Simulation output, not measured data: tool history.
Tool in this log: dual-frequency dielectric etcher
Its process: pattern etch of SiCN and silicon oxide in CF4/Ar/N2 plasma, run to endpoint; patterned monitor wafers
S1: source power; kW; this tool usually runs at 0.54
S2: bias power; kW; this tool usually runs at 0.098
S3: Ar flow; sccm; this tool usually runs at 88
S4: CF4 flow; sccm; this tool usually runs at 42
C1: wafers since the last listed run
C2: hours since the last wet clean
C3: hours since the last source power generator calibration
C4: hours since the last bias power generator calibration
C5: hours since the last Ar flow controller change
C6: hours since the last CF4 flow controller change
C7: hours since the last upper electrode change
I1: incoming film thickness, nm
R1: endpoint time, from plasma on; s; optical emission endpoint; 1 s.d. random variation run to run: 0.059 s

run	day	S1	S2	S3	S4	C1	C2	C3	C4	C5	C6	C7	I1	R1
1	0	0.54	0.098	96	40	0	94.4	3302.2	2625.5	5853.9	1731.3	3373.4	10.32	9.3
2	1.308	0.54	0.098	96	40	519	125.8	3333.6	2656.9	5885.3	1762.7	3404.8	10.28	9.1
3	2.383	0.54	0.098	96	40	426	151.6	3359.4	2682.7	5911.1	1788.5	3430.6	10.33	9.1
4	3.821	0.54	0.098	88	42	570	186.1	3393.9	2717.2	5945.6	1823	3465.1	10.34	9
# day 4.638: source power generator calibrated
5	4.658	0.54	0.098	88	42	266	206.2	0.5	2737.3	5965.7	1843.1	3485.2	10.27	8.8
6	6.079	0.54	0.098	88	34	564	240.3	34.6	2771.4	5999.8	1877.2	3519.3	10.29	9
7	7.338	0.54	0.098	88	34	499	270.5	64.8	2801.6	6030	1907.4	3549.5	10.38	9.1
8	8.625	0.54	0.098	88	42	511	301.4	95.7	2832.5	6060.9	1938.3	3580.4	10.33	8.6
# day 9.367: CF4 flow controller replaced
9	9.754	0.54	0.098	88	42	349	328.5	122.8	2859.6	6088	9.3	3607.5	10.2	8.7
10	10.988	0.54	0.098	99	49	489	358.1	152.4	2889.2	6117.6	38.9	3637.1	10.25	8.6
# day 12.162: wet clean of the chamber
11	12.183	0.63	0.098	99	42	77	0.5	181.1	2917.9	6146.3	67.6	3665.8	10.26	7.8
12	12.779	0.54	0.098	88	42	236	14.8	195.4	2932.2	6160.6	81.9	3680.1	10.2	9
# day 13.808: Ar flow controller replaced
13	13.829	0.54	0.098	88	42	317	40	220.6	2957.4	0.5	107.1	3705.3	10.38	9.1
# day 14.962: bias power generator calibrated
14	14.983	0.54	0.098	88	42	392	67.7	248.3	0.5	28.2	134.8	3733	10.31	9.1
15	15.879	0.54	0.111	88	42	355	89.2	269.8	22	49.7	156.3	3754.5	10.38	8.7
16	16.992	0.41	0.098	88	42	441	115.9	296.5	48.7	76.4	183	3781.2	10.3	12.2
# day 18.629: upper electrode replaced
17	18.65	0.41	0.117	75	36	261	155.7	336.3	88.5	116.2	222.8	0.5	10.26	11.3
18	18.667	0.65	0.098	88	42	6	156.1	336.7	88.9	116.6	223.2	0.9	10.39	7.4
19	19.25	0.54	0.098	88	33	231	170.1	350.7	102.9	130.6	237.2	14.9	10.26	9.2
20	20.604	0.66	0.098	73	36	537	202.6	383.2	135.4	163.1	269.7	47.4	10.3	7.1
21	21.767	0.54	0.098	88	42	461	230.5	411.1	163.3	191	297.6	75.3	10.33	8.9
22	23.192	0.54	0.076	88	42	565	264.7	445.3	197.5	225.2	331.8	109.5	10.25	9.6
23	23.696	0.54	0.098	88	42	200	276.8	457.4	209.6	237.3	343.9	121.6	10.3	8.8
24	24.254	0.54	0.084	76	36	221	290.2	470.8	223	250.7	357.3	135	10.28	9.2
25	25.725	0.41	0.115	78	33	583	325.5	506.1	258.3	286	392.6	170.3	10.32	11.5

Hidden state or all else? Some run-to-run changes of R1, split into what the settings, what came in and random variation would give without the hidden state, and what is left for the hidden state (with any gauge scatter that isn't in both results):
Hidden state at play: etch rate over this chamber's usual, %; source power that arrives over what is set, %; bias power that arrives over what is set, %; Ar flow that arrives over what is set, %; CF4 flow that arrives over what is set, %.
Run 10 -> 11: S1 0.54 -> 0.63, S4 49 -> 42, wet clean of the chamber. R1 -0.8 s: hidden state +0.4, all else -1.2.
Run 15 -> 16: S1 0.54 -> 0.41, S2 0.111 -> 0.098. R1 +3.5 s: hidden state -0.2, all else +3.7.
Run 17 -> 18: S1 0.41 -> 0.65, S2 0.117 -> 0.098, S3 75 -> 88, S4 36 -> 42. R1 -3.9 s: hidden state +0, all else -3.9.

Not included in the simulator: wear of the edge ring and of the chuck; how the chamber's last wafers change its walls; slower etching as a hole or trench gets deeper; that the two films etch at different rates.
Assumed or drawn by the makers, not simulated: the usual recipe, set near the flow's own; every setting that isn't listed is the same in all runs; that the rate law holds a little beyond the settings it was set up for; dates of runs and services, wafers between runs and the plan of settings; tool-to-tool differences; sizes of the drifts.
